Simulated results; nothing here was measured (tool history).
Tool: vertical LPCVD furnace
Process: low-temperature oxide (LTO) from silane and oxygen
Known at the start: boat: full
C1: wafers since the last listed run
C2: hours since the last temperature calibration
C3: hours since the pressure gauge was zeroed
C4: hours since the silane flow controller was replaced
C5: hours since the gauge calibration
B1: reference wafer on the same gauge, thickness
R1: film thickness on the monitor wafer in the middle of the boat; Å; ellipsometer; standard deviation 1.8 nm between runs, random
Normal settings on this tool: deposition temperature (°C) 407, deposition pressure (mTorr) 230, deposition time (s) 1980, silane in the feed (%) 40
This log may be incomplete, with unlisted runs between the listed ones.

run 1 hour=0.0 | deposition_temperature_(°C)=407 deposition_pressure_(mTorr)=230 deposition_time_(s)=2550 silane_in_the_feed_(%)=40 | C1=0 C2=3341.8 C3=3215.3 C4=2995.9 C5=95.8 | B1=424.96 | R1=5584.1
run 2 hour=59.3 | deposition_temperature_(°C)=404 deposition_pressure_(mTorr)=230 deposition_time_(s)=1980 silane_in_the_feed_(%)=40 | C1=1189 C2=3401.1 C3=3274.6 C4=3055.2 C5=155.1 | B1=424.52 | R1=4193.8
-- hour=84.9 pressure gauge zeroed
-- hour=94.6 silane flow controller replaced
run 3 hour=133.3 | deposition_temperature_(°C)=407 deposition_pressure_(mTorr)=230 deposition_time_(s)=1980 silane_in_the_feed_(%)=34 | C1=808 C2=3475.1 C3=48.4 C4=38.7 C5=229.1 | B1=425.01 | R1=3419.5
run 4 hour=330.5 | deposition_temperature_(°C)=407 deposition_pressure_(mTorr)=230 deposition_time_(s)=1980 silane_in_the_feed_(%)=34 | C1=3954 C2=3672.3 C3=245.6 C4=235.9 C5=426.3 | B1=424.96 | R1=3469.7
-- hour=370.3 thermocouples replaced and temperature profile calibrated
run 5 hour=385.5 | deposition_temperature_(°C)=407 deposition_pressure_(mTorr)=230 deposition_time_(s)=1980 silane_in_the_feed_(%)=40 | C1=621 C2=15.2 C3=300.6 C4=290.9 C5=481.3 | B1=425.38 | R1=4106.7
run 6 hour=429.2 | deposition_temperature_(°C)=415 deposition_pressure_(mTorr)=230 deposition_time_(s)=1380 silane_in_the_feed_(%)=40 | C1=876 C2=58.9 C3=344.3 C4=334.6 C5=525.0 | B1=424.93 | R1=3078.4
run 7 hour=474.8 | deposition_temperature_(°C)=407 deposition_pressure_(mTorr)=195 deposition_time_(s)=2520 silane_in_the_feed_(%)=46 | C1=914 C2=104.5 C3=389.9 C4=380.2 C5=570.6 | B1=425.06 | R1=5064.1
run 8 hour=513.2 | deposition_temperature_(°C)=402 deposition_pressure_(mTorr)=270 deposition_time_(s)=1530 silane_in_the_feed_(%)=33 | C1=769 C2=142.9 C3=428.3 C4=418.6 C5=609.0 | B1=424.84 | R1=2762.5
run 9 hour=573.8 | deposition_temperature_(°C)=413 deposition_pressure_(mTorr)=285 deposition_time_(s)=1980 silane_in_the_feed_(%)=44 | C1=1215 C2=203.5 C3=488.9 C4=479.2 C5=669.6 | B1=425.47 | R1=5966.1
run 10 hour=635.7 | deposition_temperature_(°C)=407 deposition_pressure_(mTorr)=260 deposition_time_(s)=1980 silane_in_the_feed_(%)=40 | C1=1241 C2=265.4 C3=550.8 C4=541.1 C5=731.5 | B1=424.86 | R1=4663.0
run 11 hour=696.2 | deposition_temperature_(°C)=407 deposition_pressure_(mTorr)=185 deposition_time_(s)=1980 silane_in_the_feed_(%)=40 | C1=1213 C2=325.9 C3=611.3 C4=601.6 C5=792.0 | B1=424.69 | R1=3296.4
run 12 hour=759.6 | deposition_temperature_(°C)=407 deposition_pressure_(mTorr)=230 deposition_time_(s)=1980 silane_in_the_feed_(%)=40 | C1=1271 C2=389.3 C3=674.7 C4=665.0 C5=855.4 | B1=425.53 | R1=4097.4
run 13 hour=821.1 | deposition_temperature_(°C)=407 deposition_pressure_(mTorr)=230 deposition_time_(s)=1980 silane_in_the_feed_(%)=40 | C1=1233 C2=450.8 C3=736.2 C4=726.5 C5=916.9 | B1=424.91 | R1=4135.8
run 14 hour=899.2 | deposition_temperature_(°C)=407 deposition_pressure_(mTorr)=270 deposition_time_(s)=1980 silane_in_the_feed_(%)=40 | C1=1565 C2=528.9 C3=814.3 C4=804.6 C5=995.0 | B1=424.63 | R1=4849.5
run 15 hour=976.4 | deposition_temperature_(°C)=417 deposition_pressure_(mTorr)=215 deposition_time_(s)=1710 silane_in_the_feed_(%)=34 | C1=1547 C2=606.1 C3=891.5 C4=881.8 C5=1072.2 | B1=424.87 | R1=3052.0
run 16 hour=1081.0 | deposition_temperature_(°C)=407 deposition_pressure_(mTorr)=200 deposition_time_(s)=1980 silane_in_the_feed_(%)=40 | C1=2097 C2=710.7 C3=996.1 C4=986.4 C5=1176.8 | B1=424.64 | R1=3600.1
run 17 hour=1168.2 | deposition_temperature_(°C)=407 deposition_pressure_(mTorr)=230 deposition_time_(s)=1980 silane_in_the_feed_(%)=40 | C1=1748 C2=797.9 C3=1083.3 C4=1073.6 C5=1264.0 | B1=424.95 | R1=4145.7
run 18 hour=1227.3 | deposition_temperature_(°C)=402 deposition_pressure_(mTorr)=230 deposition_time_(s)=2610 silane_in_the_feed_(%)=40 | C1=1185 C2=857.0 C3=1142.4 C4=1132.7 C5=1323.1 | B1=425.00 | R1=5173.5
run 19 hour=1263.9 | deposition_temperature_(°C)=398 deposition_pressure_(mTorr)=215 deposition_time_(s)=1980 silane_in_the_feed_(%)=40 | C1=733 C2=893.6 C3=1179.0 C4=1169.3 C5=1359.7 | B1=424.86 | R1=3564.7
run 20 hour=1340.0 | deposition_temperature_(°C)=407 deposition_pressure_(mTorr)=230 deposition_time_(s)=1980 silane_in_the_feed_(%)=36 | C1=1525 C2=969.7 C3=1255.1 C4=1245.4 C5=1435.8 | B1=424.78 | R1=3671.6
run 21 hour=1403.6 | deposition_temperature_(°C)=407 deposition_pressure_(mTorr)=230 deposition_time_(s)=2520 silane_in_the_feed_(%)=32 | C1=1275 C2=1033.3 C3=1318.7 C4=1309.0 C5=1499.4 | B1=424.85 | R1=4024.6
run 22 hour=1445.4 | deposition_temperature_(°C)=417 deposition_pressure_(mTorr)=230 deposition_time_(s)=1980 silane_in_the_feed_(%)=40 | C1=838 C2=1075.1 C3=1360.5 C4=1350.8 C5=1541.2 | B1=425.62 | R1=4642.3
run 23 hour=1502.7 | deposition_temperature_(°C)=396 deposition_pressure_(mTorr)=180 deposition_time_(s)=1500 silane_in_the_feed_(%)=48 | C1=1148 C2=1132.4 C3=1417.8 C4=1408.1 C5=1598.5 | B1=425.22 | R1=2633.7
-- hour=1542.2 gauge calibrated
run 24 hour=1572.2 | deposition_temperature_(°C)=396 deposition_pressure_(mTorr)=245 deposition_time_(s)=2580 silane_in_the_feed_(%)=35 | C1=1393 C2=1201.9 C3=1487.3 C4=1477.6 C5=30.0 | B1=424.90 | R1=4373.1
run 25 hour=1628.0 | deposition_temperature_(°C)=407 deposition_pressure_(mTorr)=255 deposition_time_(s)=1980 silane_in_the_feed_(%)=40 | C1=1118 C2=1257.7 C3=1543.1 C4=1533.4 C5=85.8 | B1=424.80 | R1=4605.6
run 26 hour=1731.4 | deposition_temperature_(°C)=402 deposition_pressure_(mTorr)=230 deposition_time_(s)=1290 silane_in_the_feed_(%)=40 | C1=2073 C2=1361.1 C3=1646.5 C4=1636.8 C5=189.2 | B1=424.78 | R1=2600.4
run 27 hour=1772.1 | deposition_temperature_(°C)=396 deposition_pressure_(mTorr)=245 deposition_time_(s)=2580 silane_in_the_feed_(%)=35 | C1=816 C2=1401.8 C3=1687.2 C4=1677.5 C5=229.9 | B1=424.99 | R1=4393.3
run 28 hour=1824.8 | deposition_temperature_(°C)=407 deposition_pressure_(mTorr)=280 deposition_time_(s)=1980 silane_in_the_feed_(%)=46 | C1=1056 C2=1454.5 C3=1739.9 C4=1730.2 C5=282.6 | B1=424.73 | R1=5876.4
run 29 hour=1928.7 | deposition_temperature_(°C)=399 deposition_pressure_(mTorr)=230 deposition_time_(s)=1350 silane_in_the_feed_(%)=45 | C1=2083 C2=1558.4 C3=1843.8 C4=1834.1 C5=386.5 | B1=424.81 | R1=2967.4
run 30 hour=2004.2 | deposition_temperature_(°C)=407 deposition_pressure_(mTorr)=230 deposition_time_(s)=1980 silane_in_the_feed_(%)=40 | C1=1513 C2=1633.9 C3=1919.3 C4=1909.6 C5=462.0 | B1=425.02 | R1=4239.4

Below are 5 alternative next runs, each starting from the tool's condition after run 30. Predict each:
run A hour=2008.5 | deposition_temperature_(°C)=407 deposition_pressure_(mTorr)=210 deposition_time_(s)=1980 silane_in_the_feed_(%)=40 | C1=86 C2=1638.2 C3=1923.6 C4=1913.9 C5=466.3 | B1=? | R1=?
run B hour=2008.5 | deposition_temperature_(°C)=407 deposition_pressure_(mTorr)=230 deposition_time_(s)=1440 silane_in_the_feed_(%)=44 | C1=86 C2=1638.2 C3=1923.6 C4=1913.9 C5=466.3 | B1=? | R1=?
run C hour=2008.5 | deposition_temperature_(°C)=416 deposition_pressure_(mTorr)=185 deposition_time_(s)=2490 silane_in_the_feed_(%)=40 | C1=86 C2=1638.2 C3=1923.6 C4=1913.9 C5=466.3 | B1=? | R1=?
run D hour=2008.5 | deposition_temperature_(°C)=407 deposition_pressure_(mTorr)=275 deposition_time_(s)=1980 silane_in_the_feed_(%)=40 | C1=86 C2=1638.2 C3=1923.6 C4=1913.9 C5=466.3 | B1=? | R1=?
run E hour=2008.5 | deposition_temperature_(°C)=415 deposition_pressure_(mTorr)=230 deposition_time_(s)=1980 silane_in_the_feed_(%)=45 | C1=86 C2=1638.2 C3=1923.6 C4=1913.9 C5=466.3 | B1=? | R1=?

run=A B1=425.13 R1=3876.7
run=B B1=425.13 R1=3407.6
run=C B1=425.13 R1=4716.4
run=D B1=425.13 R1=5076.7
run=E B1=425.13 R1=5184.7
Take away the tool's hidden state, keep each run's random variation, and the runs would have read:
run=A R1=3706.7
run=B R1=3279.5
run=C R1=4515.2
run=D R1=4854.0
run=E R1=5003.5
